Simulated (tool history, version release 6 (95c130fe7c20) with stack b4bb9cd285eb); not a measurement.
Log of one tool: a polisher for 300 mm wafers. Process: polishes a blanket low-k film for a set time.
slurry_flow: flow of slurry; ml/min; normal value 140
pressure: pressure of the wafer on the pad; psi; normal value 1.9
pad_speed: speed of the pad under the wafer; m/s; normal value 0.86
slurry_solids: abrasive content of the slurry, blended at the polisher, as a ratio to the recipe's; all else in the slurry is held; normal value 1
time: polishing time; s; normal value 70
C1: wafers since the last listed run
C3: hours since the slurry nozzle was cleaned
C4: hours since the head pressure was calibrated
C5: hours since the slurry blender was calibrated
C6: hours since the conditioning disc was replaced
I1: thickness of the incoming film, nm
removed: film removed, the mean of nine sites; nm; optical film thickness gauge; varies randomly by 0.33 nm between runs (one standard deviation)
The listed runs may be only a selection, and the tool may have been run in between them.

{"run": 1, "hour": 0.0, "slurry_flow": 140, "pressure": 1.9, "pad_speed": 0.86, "slurry_solids": 1, "time": 80, "C1": 0, "wafers polished on this pad": 1636, "C3": 74.1, "C4": 833.7, "C5": 400.9, "C6": 300.1, "I1": 504.9, "removed": 24.3}
{"run": 2, "hour": 14.8, "slurry_flow": 140, "pressure": 1.9, "pad_speed": 0.86, "slurry_solids": 1, "time": 80, "C1": 109, "wafers polished on this pad": 1746, "C3": 88.9, "C4": 848.5, "C5": 415.7, "C6": 314.9, "I1": 510.4, "removed": 24.1}
{"hour": 21.9, "done": "slurry blender recalibrated"}
{"run": 3, "hour": 44.6, "slurry_flow": 140, "pressure": 1.9, "pad_speed": 0.86, "slurry_solids": 1, "time": 70, "C1": 206, "wafers polished on this pad": 1953, "C3": 118.7, "C4": 878.3, "C5": 22.7, "C6": 344.7, "I1": 514.7, "removed": 21.4}
{"hour": 64.1, "done": "worn pad replaced by a new one"}
{"hour": 64.8, "done": "head pressure recalibrated"}
{"run": 4, "hour": 67.1, "slurry_flow": 140, "pressure": 2.3, "pad_speed": 0.86, "slurry_solids": 1, "time": 70, "C1": 131, "wafers polished on this pad": 16, "C3": 141.2, "C4": 2.3, "C5": 45.2, "C6": 367.2, "I1": 508.8, "removed": 29.2}
{"run": 5, "hour": 110.5, "slurry_flow": 140, "pressure": 1.9, "pad_speed": 0.86, "slurry_solids": 1.15, "time": 89, "C1": 322, "wafers polished on this pad": 339, "C3": 184.6, "C4": 45.7, "C5": 88.6, "C6": 410.6, "I1": 508.8, "removed": 31.8}
{"run": 6, "hour": 145.3, "slurry_flow": 140, "pressure": 1.3, "pad_speed": 0.86, "slurry_solids": 1, "time": 60, "C1": 258, "wafers polished on this pad": 597, "C3": 219.4, "C4": 80.5, "C5": 123.4, "C6": 445.4, "I1": 519.5, "removed": 14.2}
{"hour": 152.7, "done": "conditioning disc replaced and pad reconditioned"}
{"run": 7, "hour": 163.0, "slurry_flow": 140, "pressure": 1.7, "pad_speed": 0.68, "slurry_solids": 1, "time": 70, "C1": 116, "wafers polished on this pad": 714, "C3": 237.1, "C4": 98.2, "C5": 141.1, "C6": 10.3, "I1": 513.3, "removed": 17.8}
{"hour": 167.7, "done": "slurry nozzle cleaned"}
{"run": 8, "hour": 187.9, "slurry_flow": 140, "pressure": 1.9, "pad_speed": 0.86, "slurry_solids": 0.8, "time": 61, "C1": 177, "wafers polished on this pad": 891, "C3": 20.2, "C4": 123.1, "C5": 166, "C6": 35.2, "I1": 513.6, "removed": 19.2}
{"run": 9, "hour": 219.0, "slurry_flow": 120, "pressure": 1.9, "pad_speed": 0.86, "slurry_solids": 1, "time": 61, "C1": 231, "wafers polished on this pad": 1122, "C3": 51.3, "C4": 154.2, "C5": 197.1, "C6": 66.3, "I1": 504.7, "removed": 20.2}
{"run": 10, "hour": 245.1, "slurry_flow": 140, "pressure": 1.9, "pad_speed": 0.86, "slurry_solids": 1, "time": 70, "C1": 193, "wafers polished on this pad": 1316, "C3": 77.4, "C4": 180.3, "C5": 223.2, "C6": 92.4, "I1": 509.6, "removed": 23.6}
{"run": 11, "hour": 277.0, "slurry_flow": 155, "pressure": 1.9, "pad_speed": 0.94, "slurry_solids": 0.75, "time": 70, "C1": 236, "wafers polished on this pad": 1553, "C3": 109.3, "C4": 212.2, "C5": 255.1, "C6": 124.3, "I1": 507.9, "removed": 23.2}
{"run": 12, "hour": 299.7, "slurry_flow": 140, "pressure": 1.7, "pad_speed": 0.68, "slurry_solids": 1, "time": 70, "C1": 168, "wafers polished on this pad": 1722, "C3": 132, "C4": 234.9, "C5": 277.8, "C6": 147, "I1": 519.2, "removed": 18}
{"hour": 327.8, "done": "worn pad replaced by a new one, of another model than before"}
{"run": 13, "hour": 328.5, "slurry_flow": 115, "pressure": 1.9, "pad_speed": 0.86, "slurry_solids": 1, "time": 70, "C1": 184, "wafers polished on this pad": 4, "C3": 160.8, "C4": 263.7, "C5": 306.6, "C6": 175.8, "I1": 500.1, "removed": 23.7}
{"run": 14, "hour": 359.1, "slurry_flow": 140, "pressure": 1.9, "pad_speed": 0.86, "slurry_solids": 1, "time": 70, "C1": 227, "wafers polished on this pad": 232, "C3": 191.4, "C4": 294.3, "C5": 337.2, "C6": 206.4, "I1": 510.2, "removed": 23.8}
{"hour": 376.6, "done": "slurry blender recalibrated"}
{"run": 15, "hour": 394.3, "slurry_flow": 105, "pressure": 1.5, "pad_speed": 0.86, "slurry_solids": 1.25, "time": 54, "C1": 246, "wafers polished on this pad": 478, "C3": 226.6, "C4": 329.5, "C5": 17.7, "C6": 241.6, "I1": 513, "removed": 17.1}
{"run": 16, "hour": 422.9, "slurry_flow": 140, "pressure": 1.9, "pad_speed": 0.86, "slurry_solids": 1, "time": 70, "C1": 212, "wafers polished on this pad": 691, "C3": 255.2, "C4": 358.1, "C5": 46.3, "C6": 270.2, "I1": 513.6, "removed": 24}
{"run": 17, "hour": 440.7, "slurry_flow": 140, "pressure": 1.9, "pad_speed": 1.06, "slurry_solids": 1, "time": 70, "C1": 132, "wafers polished on this pad": 823, "C3": 273, "C4": 375.9, "C5": 64.1, "C6": 288, "I1": 502, "removed": 28.9}
{"run": 18, "hour": 468.4, "slurry_flow": 140, "pressure": 1.9, "pad_speed": 0.86, "slurry_solids": 0.85, "time": 70, "C1": 205, "wafers polished on this pad": 1029, "C3": 300.7, "C4": 403.6, "C5": 91.8, "C6": 315.7, "I1": 511.3, "removed": 22.2}
{"run": 19, "hour": 485.9, "slurry_flow": 180, "pressure": 1.9, "pad_speed": 0.86, "slurry_solids": 1, "time": 48, "C1": 129, "wafers polished on this pad": 1159, "C3": 318.2, "C4": 421.1, "C5": 109.3, "C6": 333.2, "I1": 512, "removed": 16.4}
{"hour": 488.4, "done": "slurry nozzle cleaned"}
{"run": 20, "hour": 506.2, "slurry_flow": 140, "pressure": 2.4, "pad_speed": 0.86, "slurry_solids": 1.25, "time": 63, "C1": 143, "wafers polished on this pad": 1302, "C3": 17.8, "C4": 441.4, "C5": 129.6, "C6": 353.5, "I1": 504.2, "removed": 25.9}
{"run": 21, "hour": 531.0, "slurry_flow": 155, "pressure": 1.9, "pad_speed": 0.94, "slurry_solids": 0.75, "time": 70, "C1": 184, "wafers polished on this pad": 1486, "C3": 42.6, "C4": 466.2, "C5": 154.4, "C6": 378.3, "I1": 509.9, "removed": 23.2}
{"run": 22, "hour": 544.1, "slurry_flow": 105, "pressure": 1.9, "pad_speed": 0.86, "slurry_solids": 1.25, "time": 70, "C1": 97, "wafers polished on this pad": 1584, "C3": 55.7, "C4": 479.3, "C5": 167.5, "C6": 391.4, "I1": 510.1, "removed": 24.7}
{"run": 23, "hour": 560.8, "slurry_flow": 140, "pressure": 1.7, "pad_speed": 0.68, "slurry_solids": 1, "time": 70, "C1": 124, "wafers polished on this pad": 1708, "C3": 72.4, "C4": 496, "C5": 184.2, "C6": 408.1, "I1": 517.6, "removed": 17.3}
{"run": 24, "hour": 581.0, "slurry_flow": 140, "pressure": 1.7, "pad_speed": 0.86, "slurry_solids": 1, "time": 70, "C1": 150, "wafers polished on this pad": 1858, "C3": 92.6, "C4": 516.2, "C5": 204.4, "C6": 428.3, "I1": 506.7, "removed": 22.2}
{"hour": 608.8, "done": "worn pad replaced by a new one"}
{"run": 25, "hour": 609.3, "slurry_flow": 140, "pressure": 1.9, "pad_speed": 0.86, "slurry_solids": 1, "time": 70, "C1": 180, "wafers polished on this pad": 3, "C3": 120.9, "C4": 544.5, "C5": 232.7, "C6": 456.6, "I1": 521.8, "removed": 23.3}
{"hour": 615.0, "done": "conditioning disc replaced and pad reconditioned"}
{"run": 26, "hour": 626.4, "slurry_flow": 140, "pressure": 1.9, "pad_speed": 0.86, "slurry_solids": 1, "time": 70, "C1": 112, "wafers polished on this pad": 115, "C3": 138, "C4": 561.6, "C5": 249.8, "C6": 11.4, "I1": 502.7, "removed": 23.1}
{"run": 27, "hour": 654.5, "slurry_flow": 140, "pressure": 1.9, "pad_speed": 0.86, "slurry_solids": 1, "time": 89, "C1": 208, "wafers polished on this pad": 324, "C3": 166.1, "C4": 589.7, "C5": 277.9, "C6": 39.5, "I1": 504, "removed": 29.6}

A few steps of removed between consecutive runs. Split each: what settings, incoming material and random variation would produce without the hidden state, and what is left over for the hidden state, along with gauge scatter present in only one of the two compared results (measured, and without hidden state):
Unlogged tool condition in this case: removal rate lost through wear of the pad, %; slurry flow missing at the pad, %; deviation of the head's pressure from its setpoint, %; abrasive missing from the slurry, %; time polished since the conditioner stopped cutting, s.
Run 3 -> 4: pressure 1.9 -> 2.3, worn pad replaced by a new one, head pressure recalibrated. removed +7.8 nm: hidden state +2.9, all else +4.9.
Run 5 -> 6: pressure 1.9 -> 1.3, slurry_solids 1.15 -> 1, time 89 -> 60. removed -17.6 nm: hidden state +0.2, all else -17.8.
Run 19 -> 20: slurry_flow 180 -> 140, pressure 1.9 -> 2.4, slurry_solids 1 -> 1.25, time 48 -> 63, slurry nozzle cleaned. removed +9.5 nm: hidden state -0.2, all else +9.7.
Run 26 -> 27: time 70 -> 89. removed +6.5 nm: hidden state -0.3, all else +6.8.
